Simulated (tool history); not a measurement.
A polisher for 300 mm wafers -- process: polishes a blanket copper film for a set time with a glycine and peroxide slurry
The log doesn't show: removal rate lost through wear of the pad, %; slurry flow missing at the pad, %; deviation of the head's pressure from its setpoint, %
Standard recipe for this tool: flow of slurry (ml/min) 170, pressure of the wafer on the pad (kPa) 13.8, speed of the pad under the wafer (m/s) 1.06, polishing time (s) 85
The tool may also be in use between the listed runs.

run,hour,flow of slurry (ml/min),pressure of the wafer on the pad (kPa),speed of the pad under the wafer (m/s),polishing time (s),wafers since the last listed run,wafers polished on this pad,hours since the slurry nozzle was cleaned,hours since the head pressure was calibrated,"incoming thickness of the incoming film, nm",film removed (angstrom)
1,0.0,170,10.3,1.06,85,0,386,92.9,722.0,1192.5,3492
2,15.6,170,13.8,0.82,85,96,483,108.5,737.6,1162.8,3499
3,28.5,170,13.8,0.76,97,80,563,121.4,750.5,1187.2,3815
4,42.3,170,13.8,1.24,85,85,649,135.2,764.3,1187.8,4851
# hour 54.9: worn pad replaced by a new one
5,62.2,170,11.7,1.06,85,98,45,155.1,784.2,1198.3,4055
6,149.3,170,11.7,1.06,85,541,586,242.2,871.3,1199.9,3723
7,174.8,170,11.7,1.06,85,158,745,267.7,896.8,1201.4,3720
8,195.0,170,13.8,1.06,85,125,870,287.9,917.0,1165.5,4115
# hour 202.1: worn pad replaced by a new one
9,223.5,170,13.8,1.06,85,152,133,316.4,945.5,1163.7,4409
10,251.6,170,13.8,1.06,85,174,307,344.5,973.6,1201.4,4309
11,266.0,170,13.8,1.06,85,89,397,358.9,988.0,1192.2,4305
12,279.2,125,13.8,1.06,85,81,479,372.1,1001.2,1157.6,4164
13,303.3,170,13.8,1.06,85,149,628,396.2,1025.3,1199.3,4154
14,316.5,170,13.8,1.06,85,81,710,409.4,1038.5,1176.7,4206
# hour 323.9: slurry nozzle cleaned
15,330.9,170,13.8,0.82,62,83,793,7.0,1052.9,1191.3,2490
# hour 343.7: worn pad replaced by a new one
16,344.9,170,13.8,1.06,58,62,7,21.0,1066.9,1178.8,3144
17,357.1,145,17.9,0.76,108,75,83,33.2,1079.1,1205.9,5278
18,373.4,195,15.2,1.06,85,101,184,49.5,1095.4,1166.1,4895
# hour 376.0: head pressure recalibrated
19,397.3,170,13.8,1.06,85,136,320,73.4,21.3,1168.0,4388
20,416.8,170,13.8,1.06,85,121,441,92.9,40.8,1176.0,4335
21,432.2,170,15.2,1.06,85,95,537,108.3,56.2,1193.2,4560
22,456.6,170,13.8,1.06,85,151,688,132.7,80.6,1195.0,4215
23,483.8,170,11.0,1.06,104,168,857,159.9,107.8,1193.4,4282
# hour 499.8: worn pad replaced by a new one
24,504.0,215,13.8,0.92,85,100,26,180.1,128.0,1174.2,4201
25,517.8,140,12.4,1.30,112,85,111,193.9,141.8,1170.0,6264
26,534.3,170,13.8,1.06,85,102,214,210.4,158.3,1167.1,4487
27,612.9,215,9.0,0.78,74,488,702,289.0,236.9,1162.5,2231
# hour 631.2: worn pad replaced by a new one
28,637.5,170,13.8,0.76,97,127,38,313.6,261.5,1175.3,4061

3 ways to go on from here, each from the tool as it stands after run 28. What would each give?
A,638.0,170,13.8,1.06,85,3,42,314.1,262.0,1197.0,?
B,638.0,195,9.7,0.90,85,3,42,314.1,262.0,1197.0,?
C,638.0,170,11.0,1.06,85,3,42,314.1,262.0,1197.0,?

run,film removed (angstrom)
A,4560
B,3170
C,3847
The same runs, with their run-to-run variation unchanged, on a tool lacking any hidden condition would have given:
run,film removed (angstrom)
A,4601
B,3199
C,3882
